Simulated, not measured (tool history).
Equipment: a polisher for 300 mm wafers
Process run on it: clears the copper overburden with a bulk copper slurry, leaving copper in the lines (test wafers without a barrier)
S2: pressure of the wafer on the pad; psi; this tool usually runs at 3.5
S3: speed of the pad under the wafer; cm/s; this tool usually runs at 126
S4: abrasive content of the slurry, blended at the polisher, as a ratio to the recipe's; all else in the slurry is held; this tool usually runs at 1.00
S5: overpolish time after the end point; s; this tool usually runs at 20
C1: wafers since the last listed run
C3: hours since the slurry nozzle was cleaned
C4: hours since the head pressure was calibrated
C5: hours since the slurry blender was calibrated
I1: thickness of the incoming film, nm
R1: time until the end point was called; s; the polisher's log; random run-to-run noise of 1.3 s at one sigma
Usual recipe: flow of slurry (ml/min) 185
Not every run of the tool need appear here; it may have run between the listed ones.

run 1 day=0.000 | flow_of_slurry_(ml/min)=185 S2=3.5 S3=126 S4=1.00 S5=20 | C1=0 wafers_polished_on_this_pad=961 C3=711.2 C4=676.6 C5=22.9 | I1=1239.8 | R1=74.7
run 2 day=0.396 | flow_of_slurry_(ml/min)=185 S2=3.5 S3=126 S4=1.00 S5=20 | C1=87 wafers_polished_on_this_pad=1048 C3=720.7 C4=686.1 C5=32.4 | I1=1240.9 | R1=76.8
run 3 day=0.738 | flow_of_slurry_(ml/min)=185 S2=4.1 S3=126 S4=1.00 S5=20 | C1=75 wafers_polished_on_this_pad=1124 C3=728.9 C4=694.3 C5=40.6 | I1=1256.8 | R1=68.2
-- day=1.112 worn pad replaced by a new one
run 4 day=1.304 | flow_of_slurry_(ml/min)=185 S2=4.1 S3=126 S4=1.00 S5=20 | C1=88 wafers_polished_on_this_pad=42 C3=742.5 C4=707.9 C5=54.2 | I1=1249.8 | R1=62.8
run 5 day=2.042 | flow_of_slurry_(ml/min)=220 S2=3.5 S3=126 S4=1.00 S5=20 | C1=163 wafers_polished_on_this_pad=205 C3=760.2 C4=725.6 C5=71.9 | I1=1271.2 | R1=70.6
run 6 day=2.433 | flow_of_slurry_(ml/min)=220 S2=3.5 S3=126 S4=1.00 S5=20 | C1=86 wafers_polished_on_this_pad=292 C3=769.6 C4=735.0 C5=81.3 | I1=1256.0 | R1=70.5
run 7 day=2.692 | flow_of_slurry_(ml/min)=220 S2=3.5 S3=126 S4=1.00 S5=20 | C1=57 wafers_polished_on_this_pad=349 C3=775.8 C4=741.2 C5=87.5 | I1=1271.1 | R1=72.9
run 8 day=2.979 | flow_of_slurry_(ml/min)=185 S2=3.5 S3=126 S4=1.00 S5=20 | C1=63 wafers_polished_on_this_pad=412 C3=782.7 C4=748.1 C5=94.4 | I1=1253.3 | R1=73.8
run 9 day=3.238 | flow_of_slurry_(ml/min)=140 S2=3.8 S3=126 S4=1.00 S5=20 | C1=57 wafers_polished_on_this_pad=470 C3=788.9 C4=754.3 C5=100.6 | I1=1277.7 | R1=72.5
run 10 day=3.529 | flow_of_slurry_(ml/min)=140 S2=3.8 S3=126 S4=1.00 S5=20 | C1=64 wafers_polished_on_this_pad=534 C3=795.9 C4=761.3 C5=107.6 | I1=1243.4 | R1=71.4
run 11 day=4.038 | flow_of_slurry_(ml/min)=140 S2=3.8 S3=126 S4=1.00 S5=20 | C1=112 wafers_polished_on_this_pad=647 C3=808.1 C4=773.5 C5=119.8 | I1=1260.1 | R1=73.0
run 12 day=4.375 | flow_of_slurry_(ml/min)=185 S2=3.5 S3=126 S4=1.00 S5=20 | C1=74 wafers_polished_on_this_pad=722 C3=816.2 C4=781.6 C5=127.9 | I1=1240.2 | R1=74.3
run 13 day=5.125 | flow_of_slurry_(ml/min)=140 S2=3.8 S3=126 S4=1.00 S5=20 | C1=166 wafers_polished_on_this_pad=888 C3=834.2 C4=799.6 C5=145.9 | I1=1258.6 | R1=73.0
run 14 day=5.438 | flow_of_slurry_(ml/min)=185 S2=3.5 S3=126 S4=1.00 S5=20 | C1=69 wafers_polished_on_this_pad=957 C3=841.7 C4=807.1 C5=153.4 | I1=1257.1 | R1=76.0
-- day=5.725 head pressure recalibrated
run 15 day=5.746 | flow_of_slurry_(ml/min)=185 S2=3.5 S3=126 S4=1.00 S5=20 | C1=49 wafers_polished_on_this_pad=1007 C3=849.1 C4=0.5 C5=160.8 | I1=1240.7 | R1=76.8
-- day=6.100 worn pad replaced by a new one
run 16 day=6.121 | flow_of_slurry_(ml/min)=185 S2=3.8 S3=150 S4=1.20 S5=20 | C1=46 wafers_polished_on_this_pad=5 C3=858.1 C4=9.5 C5=169.8 | I1=1268.0 | R1=55.6
run 17 day=6.767 | flow_of_slurry_(ml/min)=185 S2=3.5 S3=138 S4=0.80 S5=20 | C1=143 wafers_polished_on_this_pad=148 C3=873.6 C4=25.0 C5=185.3 | I1=1232.5 | R1=69.7
-- day=7.354 slurry blender recalibrated
run 18 day=7.375 | flow_of_slurry_(ml/min)=165 S2=4.2 S3=126 S4=1.00 S5=20 | C1=116 wafers_polished_on_this_pad=264 C3=888.2 C4=39.6 C5=0.5 | I1=1266.5 | R1=63.9
run 19 day=7.671 | flow_of_slurry_(ml/min)=230 S2=3.5 S3=144 S4=1.10 S5=20 | C1=65 wafers_polished_on_this_pad=329 C3=895.3 C4=46.7 C5=7.6 | I1=1268.9 | R1=61.6
run 20 day=8.054 | flow_of_slurry_(ml/min)=210 S2=3.5 S3=156 S4=1.00 S5=20 | C1=84 wafers_polished_on_this_pad=414 C3=904.5 C4=55.9 C5=16.8 | I1=1234.2 | R1=59.3
-- day=9.458 slurry nozzle cleaned
run 21 day=9.508 | flow_of_slurry_(ml/min)=185 S2=3.5 S3=126 S4=1.00 S5=20 | C1=312 wafers_polished_on_this_pad=727 C3=1.2 C4=90.8 C5=51.7 | I1=1235.2 | R1=73.5
run 22 day=9.812 | flow_of_slurry_(ml/min)=185 S2=4.2 S3=90 S4=1.00 S5=12 | C1=67 wafers_polished_on_this_pad=794 C3=8.5 C4=98.1 C5=59.0 | I1=1259.9 | R1=81.0
run 23 day=10.454 | flow_of_slurry_(ml/min)=185 S2=3.5 S3=126 S4=1.25 S5=20 | C1=142 wafers_polished_on_this_pad=936 C3=23.9 C4=113.5 C5=74.4 | I1=1232.9 | R1=74.4
run 24 day=10.858 | flow_of_slurry_(ml/min)=185 S2=3.5 S3=148 S4=1.00 S5=20 | C1=89 wafers_polished_on_this_pad=1026 C3=33.6 C4=123.2 C5=84.1 | I1=1277.9 | R1=71.5
run 25 day=11.267 | flow_of_slurry_(ml/min)=150 S2=3.5 S3=126 S4=1.00 S5=27 | C1=90 wafers_polished_on_this_pad=1116 C3=43.4 C4=133.0 C5=93.9 | I1=1277.6 | R1=82.7
-- day=11.488 worn pad replaced by a new one
run 26 day=11.529 | flow_of_slurry_(ml/min)=185 S2=3.5 S3=92 S4=1.00 S5=31 | C1=21 wafers_polished_on_this_pad=9 C3=49.7 C4=139.3 C5=100.2 | I1=1277.2 | R1=91.3
run 27 day=11.788 | flow_of_slurry_(ml/min)=240 S2=3.5 S3=166 S4=1.20 S5=24 | C1=57 wafers_polished_on_this_pad=66 C3=55.9 C4=145.5 C5=106.4 | I1=1257.4 | R1=53.6
run 28 day=12.329 | flow_of_slurry_(ml/min)=185 S2=3.5 S3=126 S4=1.00 S5=20 | C1=119 wafers_polished_on_this_pad=186 C3=68.9 C4=158.5 C5=119.4 | I1=1256.0 | R1=71.8

Consider 5 possible next runs. They are alternatives, not a sequence: every one starts from the tool as it was left by run 28. What does each give?
run A day=12.350 | flow_of_slurry_(ml/min)=230 S2=3.5 S3=126 S4=1.00 S5=20 | C1=4 wafers_polished_on_this_pad=190 C3=69.4 C4=159.0 C5=119.9 | I1=1255.8 | R1=?
run B day=12.350 | flow_of_slurry_(ml/min)=210 S2=2.9 S3=126 S4=0.80 S5=16 | C1=4 wafers_polished_on_this_pad=190 C3=69.4 C4=159.0 C5=119.9 | I1=1255.8 | R1=?
run C day=12.350 | flow_of_slurry_(ml/min)=185 S2=4.2 S3=126 S4=1.00 S5=20 | C1=4 wafers_polished_on_this_pad=190 C3=69.4 C4=159.0 C5=119.9 | I1=1255.8 | R1=?
run D day=12.350 | flow_of_slurry_(ml/min)=185 S2=3.5 S3=158 S4=1.00 S5=20 | C1=4 wafers_polished_on_this_pad=190 C3=69.4 C4=159.0 C5=119.9 | I1=1255.8 | R1=?
run E day=12.350 | flow_of_slurry_(ml/min)=155 S2=3.5 S3=126 S4=1.10 S5=20 | C1=4 wafers_polished_on_this_pad=190 C3=69.4 C4=159.0 C5=119.9 | I1=1255.8 | R1=?

run=A R1=67.6
run=B R1=86.2
run=C R1=58.6
run=D R1=58.5
run=E R1=70.2
With the hidden condition removed and each run's random variation left untouched, the same runs would have given:
run=A R1=66.5
run=B R1=84.9
run=C R1=57.7
run=D R1=57.6
run=E R1=69.1
